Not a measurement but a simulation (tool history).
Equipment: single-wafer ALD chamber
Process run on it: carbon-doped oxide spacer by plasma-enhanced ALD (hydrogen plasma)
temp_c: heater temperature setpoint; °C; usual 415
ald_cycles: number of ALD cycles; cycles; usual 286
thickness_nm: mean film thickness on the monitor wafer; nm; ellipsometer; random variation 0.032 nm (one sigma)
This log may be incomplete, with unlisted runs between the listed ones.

| run | day | temp_c | ald_cycles | wafers since the last listed run | hours since the last thermocouple change | hours since the gauge calibration | read-back reference wafer on the same gauge, thickness_nm | thickness_nm |
|---|---|---|---|---|---|---|---|---|
| 1 | 0.000 | 415 | 286 | 0 | 996.1 | 273.4 | 10.604 | 12.933 |
| 2 | 1.712 | 415 | 286 | 40 | 1037.2 | 314.5 | 10.600 | 12.912 |
| 3 | 3.942 | 415 | 258 | 52 | 1090.7 | 368.0 | 10.606 | 11.684 |
| 4 | 5.533 | 415 | 258 | 37 | 1128.9 | 406.2 | 10.597 | 11.687 |
| 5 | 7.412 | 415 | 258 | 44 | 1174.0 | 451.3 | 10.589 | 11.731 |
| 6 | 8.542 | 415 | 286 | 26 | 1201.1 | 478.4 | 10.600 | 13.010 |
| 7 | 11.321 | 415 | 286 | 65 | 1267.8 | 545.1 | 10.600 | 12.990 |
|  | 12.075 | thermocouple changed; heater temperature recalibrated |
| 8 | 13.912 | 415 | 286 | 52 | 44.1 | 607.3 | 10.601 | 12.445 |
|  | 16.462 | gauge calibrated |
| 9 | 16.717 | 415 | 258 | 65 | 111.4 | 6.1 | 10.598 | 11.243 |

Run 10 comes next. What will it give?
|  | 17.292 | thermocouple changed; heater temperature recalibrated, repeated, since the last time left the tool worse |
| 10 | 19.696 | 428 | 309 | 61 | 57.7 | 77.6 | ? | ? |

read-back reference wafer on the same gauge, thickness_nm: 10.599
thickness_nm: 13.189 nm
Take away the tool's hidden state, keep the run-to-run variation as it was, and the same run would have given thickness_nm 13.173 nm.
